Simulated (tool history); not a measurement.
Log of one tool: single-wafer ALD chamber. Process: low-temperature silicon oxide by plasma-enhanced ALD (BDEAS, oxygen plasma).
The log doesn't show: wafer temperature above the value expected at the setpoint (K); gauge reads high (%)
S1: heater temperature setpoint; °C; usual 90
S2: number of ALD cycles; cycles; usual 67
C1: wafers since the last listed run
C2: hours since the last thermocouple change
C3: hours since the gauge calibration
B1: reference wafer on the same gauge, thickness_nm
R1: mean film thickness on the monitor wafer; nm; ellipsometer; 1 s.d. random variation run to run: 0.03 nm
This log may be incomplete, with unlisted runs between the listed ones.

{"run": 1, "hour": 0.0, "S1": 90, "S2": 61, "C1": 0, "C2": 2578.5, "C3": 215.5, "B1": 14.193, "R1": 11.09}
{"run": 2, "hour": 27.0, "S1": 90, "S2": 61, "C1": 106, "C2": 2605.5, "C3": 242.5, "B1": 14.203, "R1": 11.141}
{"run": 3, "hour": 102.9, "S1": 90, "S2": 61, "C1": 298, "C2": 2681.4, "C3": 318.4, "B1": 14.201, "R1": 11.093}
{"run": 4, "hour": 118.0, "S1": 90, "S2": 67, "C1": 59, "C2": 2696.5, "C3": 333.5, "B1": 14.191, "R1": 12.206}
{"run": 5, "hour": 145.9, "S1": 90, "S2": 67, "C1": 109, "C2": 2724.4, "C3": 361.4, "B1": 14.205, "R1": 12.208}
{"run": 6, "hour": 165.8, "S1": 90, "S2": 67, "C1": 78, "C2": 2744.3, "C3": 381.3, "B1": 14.2, "R1": 12.198}
{"run": 7, "hour": 199.7, "S1": 90, "S2": 67, "C1": 133, "C2": 2778.2, "C3": 415.2, "B1": 14.188, "R1": 12.163}
{"run": 8, "hour": 225.0, "S1": 90, "S2": 67, "C1": 99, "C2": 2803.5, "C3": 440.5, "B1": 14.191, "R1": 12.111}
{"run": 9, "hour": 255.3, "S1": 90, "S2": 60, "C1": 119, "C2": 2833.8, "C3": 470.8, "B1": 14.197, "R1": 10.825}
{"hour": 261.3, "done": "gauge calibrated"}
{"run": 10, "hour": 277.6, "S1": 79, "S2": 75, "C1": 87, "C2": 2856.1, "C3": 16.3, "B1": 14.202, "R1": 14.083}
{"run": 11, "hour": 310.4, "S1": 90, "S2": 67, "C1": 129, "C2": 2888.9, "C3": 49.1, "B1": 14.196, "R1": 12.125}
{"hour": 365.6, "done": "thermocouple changed; heater temperature recalibrated"}
{"run": 12, "hour": 371.1, "S1": 98, "S2": 67, "C1": 207, "C2": 5.5, "C3": 109.8, "B1": 14.205, "R1": 11.836}
{"run": 13, "hour": 390.2, "S1": 90, "S2": 61, "C1": 75, "C2": 24.6, "C3": 128.9, "B1": 14.204, "R1": 11.042}
{"run": 14, "hour": 425.2, "S1": 104, "S2": 55, "C1": 137, "C2": 59.6, "C3": 163.9, "B1": 14.204, "R1": 9.594}
{"run": 15, "hour": 445.4, "S1": 86, "S2": 80, "C1": 79, "C2": 79.8, "C3": 184.1, "B1": 14.201, "R1": 14.754}
{"run": 16, "hour": 480.3, "S1": 82, "S2": 56, "C1": 137, "C2": 114.7, "C3": 219.0, "B1": 14.204, "R1": 10.382}
{"run": 17, "hour": 514.9, "S1": 76, "S2": 76, "C1": 136, "C2": 149.3, "C3": 253.6, "B1": 14.201, "R1": 14.401}
{"run": 18, "hour": 592.0, "S1": 80, "S2": 67, "C1": 303, "C2": 226.4, "C3": 330.7, "B1": 14.207, "R1": 12.518}
{"run": 19, "hour": 626.8, "S1": 77, "S2": 67, "C1": 137, "C2": 261.2, "C3": 365.5, "B1": 14.195, "R1": 12.647}
{"run": 20, "hour": 649.7, "S1": 104, "S2": 55, "C1": 90, "C2": 284.1, "C3": 388.4, "B1": 14.203, "R1": 9.622}
{"run": 21, "hour": 673.6, "S1": 95, "S2": 54, "C1": 94, "C2": 308.0, "C3": 412.3, "B1": 14.204, "R1": 9.649}

Consider 4 possible next runs. They are alternatives, not a sequence: every one starts from the tool as it was left by run 21. What does each give?
{"run": "A", "hour": 674.1, "S1": 90, "S2": 67, "C1": 1, "C2": 308.5, "C3": 412.8, "B1": "?", "R1": "?"}
{"run": "B", "hour": 674.1, "S1": 90, "S2": 62, "C1": 1, "C2": 308.5, "C3": 412.8, "B1": "?", "R1": "?"}
{"run": "C", "hour": 674.1, "S1": 81, "S2": 57, "C1": 1, "C2": 308.5, "C3": 412.8, "B1": "?", "R1": "?"}
{"run": "D", "hour": 674.1, "S1": 90, "S2": 63, "C1": 1, "C2": 308.5, "C3": 412.8, "B1": "?", "R1": "?"}

run=A B1=14.200 R1=12.106
run=B B1=14.200 R1=11.203
run=C B1=14.200 R1=10.595
run=D B1=14.200 R1=11.383
Stripped of hidden state, with their random variation kept, the same runs would have yielded:
run=A R1=12.106
run=B R1=11.203
run=C R1=10.595
run=D R1=11.383
